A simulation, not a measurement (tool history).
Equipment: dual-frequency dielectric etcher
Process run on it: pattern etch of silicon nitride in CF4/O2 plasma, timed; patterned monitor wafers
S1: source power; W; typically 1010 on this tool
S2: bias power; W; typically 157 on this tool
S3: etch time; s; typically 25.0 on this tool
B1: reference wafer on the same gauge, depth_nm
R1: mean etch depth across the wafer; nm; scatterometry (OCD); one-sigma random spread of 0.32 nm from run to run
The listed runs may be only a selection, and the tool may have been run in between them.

run 1 hour=0.0 | S1=1160 S2=157 S3=22.0 | B1=98.4 | R1=98.2
run 2 hour=95.0 | S1=1160 S2=157 S3=22.0 | B1=98.4 | R1=97.9
-- hour=130.5 wet clean of the chamber
run 3 hour=138.9 | S1=1160 S2=157 S3=22.0 | B1=98.4 | R1=98.6
run 4 hour=176.6 | S1=1010 S2=157 S3=25.0 | B1=98.4 | R1=96.3
run 5 hour=442.4 | S1=1010 S2=157 S3=25.0 | B1=98.4 | R1=96.6
run 6 hour=483.8 | S1=1010 S2=157 S3=25.0 | B1=98.3 | R1=96.3
run 7 hour=529.6 | S1=940 S2=178 S3=25.0 | B1=98.4 | R1=93.0
-- hour=578.3 wet clean of the chamber
run 8 hour=621.1 | S1=940 S2=178 S3=25.0 | B1=98.4 | R1=93.7
-- hour=653.1 bias power generator calibrated
run 9 hour=665.9 | S1=870 S2=157 S3=25.0 | B1=98.4 | R1=82.3
run 10 hour=739.5 | S1=1010 S2=157 S3=30.0 | B1=98.4 | R1=115.9
-- hour=798.7 upper electrode replaced
-- hour=815.2 source power generator calibrated
run 11 hour=824.3 | S1=1010 S2=157 S3=30.0 | B1=98.4 | R1=118.1
run 12 hour=927.0 | S1=880 S2=157 S3=25.0 | B1=98.4 | R1=85.9
run 13 hour=974.5 | S1=900 S2=157 S3=29.5 | B1=98.4 | R1=104.2
run 14 hour=1034.1 | S1=1010 S2=157 S3=25.0 | B1=98.4 | R1=99.9
run 15 hour=1121.0 | S1=860 S2=157 S3=20.5 | B1=98.4 | R1=68.5
-- hour=1150.0 wet clean of the chamber
run 16 hour=1176.6 | S1=1010 S2=192 S3=25.0 | B1=98.4 | R1=106.5

Run 17 has not been measured yet. What should we expect?
run 17 hour=1254.7 | S1=1010 S2=157 S3=25.0 | B1=? | R1=?

B1: 98.4
R1: 100.3 nm
Were there no unlogged condition in the tool, this run, its random variation unchanged, would have produced R1 94.0 nm.

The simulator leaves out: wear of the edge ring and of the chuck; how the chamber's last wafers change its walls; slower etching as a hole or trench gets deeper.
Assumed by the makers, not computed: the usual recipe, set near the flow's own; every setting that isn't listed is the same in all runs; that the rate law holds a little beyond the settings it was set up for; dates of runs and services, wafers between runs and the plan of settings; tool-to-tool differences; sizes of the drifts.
